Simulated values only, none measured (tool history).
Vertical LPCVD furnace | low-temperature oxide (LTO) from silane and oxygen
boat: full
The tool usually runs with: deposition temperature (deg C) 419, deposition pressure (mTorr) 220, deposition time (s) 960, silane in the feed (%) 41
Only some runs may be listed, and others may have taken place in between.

run	hour	deposition temperature (deg C)	deposition pressure (mTorr)	deposition time (s)	silane in the feed (%)	read-back reference wafer on the same gauge, thickness	film thickness on the monitor wafer in the middle of the boat (Å)
1	0	419	220	960	41	154.99	1747.5
2	47.9	419	220	840	41	154.88	1518.6
3	74.1	419	220	840	41	154.99	1514.1
4	140.1	419	220	840	41	154.94	1532.5
5	217.5	419	220	960	41	154.96	1744.2
6	242.2	419	220	960	41	155.02	1750.5
7	288.5	419	220	960	41	155.07	1759.8
8	350.9	419	220	960	41	155.06	1761.5
9	408.4	419	220	960	41	154.87	1745.1
10	445.5	419	220	960	41	155.05	1741.8
11	497.6	423	205	810	41	155	1436.5
12	529.9	419	220	960	41	154.89	1749.8
# hour 578.5: thermocouples replaced and temperature profile calibrated
13	588.2	419	220	960	41	154.93	1806.6
# hour 693.5: pressure gauge zeroed
# hour 799.1: thermocouples replaced and temperature profile calibrated, repeated, since the last time left the tool worse
14	799.6	412	165	720	37	155.04	792.5
# hour 824: gauge calibrated
15	836.6	419	200	870	41	154.93	1416.2
# hour 861.1: silane flow controller replaced
16	874.7	430	220	960	41	154.97	1897.5
17	923.9	419	185	960	41	154.98	1445.1
18	979	412	220	960	41	154.93	1595.2
19	1005.6	419	220	750	41	155.05	1323.2
20	1054.9	419	220	960	41	155.06	1706.8
21	1116.3	419	220	660	41	154.96	1171.6

Predict each of these 5 candidate next runs independently; none follows another, all start after run 21:
A	1119.8	419	220	960	41	?	?
B	1119.8	426	245	1140	47	?	?
C	1119.8	419	220	960	46	?	?
D	1119.8	419	275	960	41	?	?
E	1119.8	419	175	960	34	?	?

run	read-back reference wafer on the same gauge, thickness	film thickness on the monitor wafer in the middle of the boat (Å)
A	155.04	1715.2
B	155.04	2776.2
C	155.04	1926.2
D	155.04	2144.1
E	155.04	1088.5
Take away the tool's hidden state, keep each run's random variation, and the runs would have read:
run	film thickness on the monitor wafer in the middle of the boat (Å)
A	1714.6
B	2775.2
C	1925.5
D	2143.2
E	1088
